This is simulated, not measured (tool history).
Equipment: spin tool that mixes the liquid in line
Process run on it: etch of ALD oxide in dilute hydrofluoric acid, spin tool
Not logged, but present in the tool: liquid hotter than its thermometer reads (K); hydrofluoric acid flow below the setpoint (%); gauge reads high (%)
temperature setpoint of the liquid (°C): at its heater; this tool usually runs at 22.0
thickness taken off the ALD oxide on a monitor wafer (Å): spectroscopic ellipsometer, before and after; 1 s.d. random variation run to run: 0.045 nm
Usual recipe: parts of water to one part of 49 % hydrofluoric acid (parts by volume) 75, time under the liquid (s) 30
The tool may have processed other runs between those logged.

run   hour  temperature setpoint of the liquid (°C)  parts of water to one part of 49 % hydrofluoric acid (parts by volume)  time under the liquid (s)  wafers since the last listed run  hours since the thermometer was replaced  hours since the hydrofluoric acid flow meter was replaced  hours since the gauge calibration  read-back film thickness of the ALD oxide reference wafer, read on the same gauge (nm)  thickness taken off the ALD oxide on a monitor wafer (Å)
  1    0.0                                     22.0                                                                      75                         40                                 0                                    2439.5                                                      317.5                               39.0                                                                                  109.96                                                     105.1
  2    8.8                                     22.0                                                                      75                         40                               116                                    2448.3                                                      326.3                               47.8                                                                                  109.99                                                     104.4
  3   25.8                                     22.0                                                                      75                         40                               225                                    2465.3                                                      343.3                               64.8                                                                                  109.99                                                     104.7
  4   32.7                                     22.0                                                                      75                         30                                91                                    2472.2                                                      350.2                               71.7                                                                                  109.99                                                      78.4
  5   45.2                                     22.0                                                                      75                         30                               165                                    2484.7                                                      362.7                               84.2                                                                                  109.96                                                      77.8
  6   52.6                                     22.0                                                                      75                         30                                98                                    2492.1                                                      370.1                               91.6                                                                                  109.98                                                      77.7
  7   68.6                                     22.0                                                                      65                         45                               211                                    2508.1                                                      386.1                              107.6                                                                                  110.00                                                     137.8
  8   78.0                                     22.0                                                                      65                         45                               124                                    2517.5                                                      395.5                              117.0                                                                                  110.00                                                     137.0
  9   94.2                                     24.0                                                                      75                         30                               214                                    2533.7                                                      411.7                              133.2                                                                                  110.01                                                      84.2
 10  109.5                                     24.0                                                                      75                         30                               202                                    2549.0                                                      427.0                              148.5                                                                                  109.99                                                      84.2
     121.3  -- thermometer replaced
 11  126.9                                     24.0                                                                      75                         30                               217                                       5.6                                                      444.4                              165.9                                                                                  110.03                                                      82.6
 12  144.1                                     22.0                                                                      75                         45                               227                                      22.8                                                      461.6                              183.1                                                                                  109.99                                                     114.4
     146.6  -- hydrofluoric acid flow meter replaced
     156.8  -- gauge calibrated
 13  160.5                                     22.0                                                                      75                         30                               204                                      39.2                                                       13.9                                3.7                                                                                  110.00                                                      70.9
 14  168.7                                     22.0                                                                      55                         30                               108                                      47.4                                                       22.1                               11.9                                                                                  110.00                                                      99.7
 15  177.1                                     19.0                                                                      50                         50                               111                                      55.8                                                       30.5                               20.3                                                                                  110.00                                                     162.3
 16  186.0                                     22.0                                                                      75                         45                               117                                      64.7                                                       39.4                               29.2                                                                                  110.00                                                     105.8
 17  197.0                                     22.0                                                                      75                         30                               145                                      75.7                                                       50.4                               40.2                                                                                  110.02                                                      70.6
 18  204.5                                     27.0                                                                      50                         40                                99                                      83.2                                                       57.9                               47.7                                                                                  110.02                                                     178.6
     210.9  -- hydrofluoric acid flow meter replaced, repeated, since the last time left the tool worse
 19  212.4                                     18.5                                                                      90                         35                                91                                      91.1                                                        1.5                               55.6                                                                                  110.00                                                      68.8
 20  218.6                                     22.0                                                                      75                         35                                82                                      97.3                                                        7.7                               61.8                                                                                  110.02                                                      97.2
 21  235.6                                     19.0                                                                      75                         40                               225                                     114.3                                                       24.7                               78.8                                                                                  109.97                                                      97.9
 22  244.2                                     22.0                                                                      75                         30                               113                                     122.9                                                       33.3                               87.4                                                                                  110.02                                                      82.5
 23  257.8                                     25.5                                                                      35                         45                               180                                     136.5                                                       46.9                              101.0                                                                                  110.03                                                     325.2
 24  269.8                                     22.0                                                                      40                         45                               158                                     148.5                                                       58.9                              113.0                                                                                  109.99                                                     244.2
 25  276.9                                     24.5                                                                      40                         30                                94                                     155.6                                                       66.0                              120.1                                                                                  109.99                                                     179.6
 26  287.2                                     22.0                                                                     115                         20                               136                                     165.9                                                       76.3                              130.4                                                                                  109.98                                                      34.2
 27  293.9                                     26.5                                                                      90                         30                                88                                     172.6                                                       83.0                              137.1                                                                                  110.01                                                      80.5

Branching from run 27: 4 alternative next runs. What would each branch give?
  A  294.3                                     22.0                                                                      75                         30                                 5                                     173.0                                                       83.4                              137.5                                                                                       ?                                                         ?
  B  294.3                                     25.5                                                                      75                         20                                 5                                     173.0                                                       83.4                              137.5                                                                                       ?                                                         ?
  C  294.3                                     18.5                                                                      75                         45                                 5                                     173.0                                                       83.4                              137.5                                                                                       ?                                                         ?
  D  294.3                                     22.0                                                                      75                         25                                 5                                     173.0                                                       83.4                              137.5                                                                                       ?                                                         ?

run  read-back film thickness of the ALD oxide reference wafer, read on the same gauge (nm)  thickness taken off the ALD oxide on a monitor wafer (Å)
  A                                                                                  110.01                                                      83.2
  B                                                                                  110.01                                                      63.9
  C                                                                                  110.01                                                     107.9
  D                                                                                  110.01                                                      69.3
The same runs, with their run-to-run variation unchanged, on a tool lacking any hidden condition would have given:
run  thickness taken off the ALD oxide on a monitor wafer (Å)
  A                                                      84.5
  B                                                      64.9
  C                                                     109.6
  D                                                      70.5
